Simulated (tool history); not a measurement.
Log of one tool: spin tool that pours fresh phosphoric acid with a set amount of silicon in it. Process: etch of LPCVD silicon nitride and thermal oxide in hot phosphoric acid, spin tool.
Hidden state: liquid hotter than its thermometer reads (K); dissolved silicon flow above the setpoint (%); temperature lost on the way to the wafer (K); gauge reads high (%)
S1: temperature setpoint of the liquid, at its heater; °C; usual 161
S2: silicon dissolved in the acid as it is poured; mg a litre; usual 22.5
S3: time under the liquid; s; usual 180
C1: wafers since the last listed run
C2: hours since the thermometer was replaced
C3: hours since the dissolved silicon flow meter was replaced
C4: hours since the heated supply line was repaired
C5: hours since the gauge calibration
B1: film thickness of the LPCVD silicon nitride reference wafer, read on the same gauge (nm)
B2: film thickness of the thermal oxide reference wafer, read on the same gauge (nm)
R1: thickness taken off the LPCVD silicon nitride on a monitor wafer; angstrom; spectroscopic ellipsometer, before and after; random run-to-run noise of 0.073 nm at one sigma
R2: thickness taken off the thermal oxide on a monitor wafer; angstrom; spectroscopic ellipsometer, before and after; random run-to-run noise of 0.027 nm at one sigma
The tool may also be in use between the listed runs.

run 1 hour=0 | S1=161 S2=22.5 S3=180 | C1=0 C2=1896.3 C3=53.9 C4=2446.2 C5=114 | B1=150.01 B2=130.031 | R1=135.9 R2=3.53
run 2 hour=14.6 | S1=158 S2=6 S3=95 | C1=126 C2=1910.9 C3=68.5 C4=2460.8 C5=128.6 | B1=150 B2=130.01 | R1=64.4 R2=2.21
run 3 hour=22.7 | S1=161 S2=22.5 S3=180 | C1=70 C2=1919 C3=76.6 C4=2468.9 C5=136.7 | B1=149.99 B2=129.996 | R1=135.8 R2=3.36
run 4 hour=30.2 | S1=162.5 S2=5.5 S3=70 | C1=65 C2=1926.5 C3=84.1 C4=2476.4 C5=144.2 | B1=149.99 B2=129.991 | R1=55.5 R2=2.24
-- hour=35.4 thermometer replaced
run 5 hour=42.7 | S1=159.5 S2=22.5 S3=230 | C1=99 C2=7.3 C3=96.6 C4=2488.9 C5=156.7 | B1=149.99 B2=129.982 | R1=164.3 R2=3.99
run 6 hour=50.4 | S1=159.5 S2=22.5 S3=100 | C1=66 C2=15 C3=104.3 C4=2496.6 C5=164.4 | B1=150.01 B2=130.012 | R1=72.5 R2=1.73
-- hour=54.7 heated supply line repaired
run 7 hour=66.7 | S1=161 S2=22.5 S3=215 | C1=132 C2=31.3 C3=120.6 C4=12 C5=180.7 | B1=149.99 B2=130.014 | R1=161.1 R2=3.69
run 8 hour=82.2 | S1=162 S2=12 S3=100 | C1=134 C2=46.8 C3=136.1 C4=27.5 C5=196.2 | B1=150 B2=130.026 | R1=78.8 R2=2.48
run 9 hour=97.7 | S1=163.5 S2=22.5 S3=280 | C1=134 C2=62.3 C3=151.6 C4=43 C5=211.7 | B1=150.04 B2=129.996 | R1=228.4 R2=7.06
run 10 hour=106.1 | S1=163.5 S2=5 S3=180 | C1=73 C2=70.7 C3=160 C4=51.4 C5=220.1 | B1=149.98 B2=130.01 | R1=148 R2=5.64
run 11 hour=115.5 | S1=161 S2=22.5 S3=125 | C1=81 C2=80.1 C3=169.4 C4=60.8 C5=229.5 | B1=149.99 B2=130.006 | R1=94.4 R2=2.65
run 12 hour=122.5 | S1=162 S2=39 S3=130 | C1=60 C2=87.1 C3=176.4 C4=67.8 C5=236.5 | B1=149.95 B2=129.985 | R1=101.4 R2=1.46
run 13 hour=134.5 | S1=161 S2=22.5 S3=180 | C1=104 C2=99.1 C3=188.4 C4=79.8 C5=248.5 | B1=150 B2=130.005 | R1=134.8 R2=3.62
run 14 hour=144.2 | S1=161 S2=22.5 S3=180 | C1=84 C2=108.8 C3=198.1 C4=89.5 C5=258.2 | B1=149.99 B2=129.993 | R1=135.3 R2=3.65
run 15 hour=153.2 | S1=159 S2=31 S3=180 | C1=78 C2=117.8 C3=207.1 C4=98.5 C5=267.2 | B1=149.97 B2=129.965 | R1=127 R2=2.06
run 16 hour=168.8 | S1=161 S2=22.5 S3=180 | C1=135 C2=133.4 C3=222.7 C4=114.1 C5=282.8 | B1=150.02 B2=129.987 | R1=136.1 R2=3.25
run 17 hour=179.3 | S1=161 S2=29 S3=140 | C1=91 C2=143.9 C3=233.2 C4=124.6 C5=293.3 | B1=150.01 B2=130.02 | R1=105.9 R2=2.23
run 18 hour=193.7 | S1=161 S2=15.5 S3=180 | C1=125 C2=158.3 C3=247.6 C4=139 C5=307.7 | B1=149.97 B2=130.051 | R1=136.2 R2=4.04
run 19 hour=208.4 | S1=160 S2=22.5 S3=210 | C1=127 C2=173 C3=262.3 C4=153.7 C5=322.4 | B1=149.99 B2=129.989 | R1=153.9 R2=3.67
run 20 hour=222.5 | S1=162 S2=13.5 S3=230 | C1=122 C2=187.1 C3=276.4 C4=167.8 C5=336.5 | B1=149.96 B2=129.959 | R1=179.5 R2=5.84
run 21 hour=252.9 | S1=161 S2=35.5 S3=235 | C1=264 C2=217.5 C3=306.8 C4=198.2 C5=366.9 | B1=149.97 B2=130.008 | R1=177.4 R2=2.99
run 22 hour=270.7 | S1=163.5 S2=11 S3=115 | C1=154 C2=235.3 C3=324.6 C4=216 C5=384.7 | B1=149.97 B2=130.055 | R1=94.4 R2=3.84
run 23 hour=288.6 | S1=158.5 S2=22.5 S3=180 | C1=155 C2=253.2 C3=342.5 C4=233.9 C5=402.6 | B1=149.99 B2=130.007 | R1=125.7 R2=2.84

State the hidden condition of the tool at each of the runs:
liquid hotter than its thermometer reads (K): 0, the same for each run
dissolved silicon flow above the setpoint (%): 0, the same for each run
temperature lost on the way to the wafer (K): 0, the same for each run
gauge reads high (%): 0, the same for each run
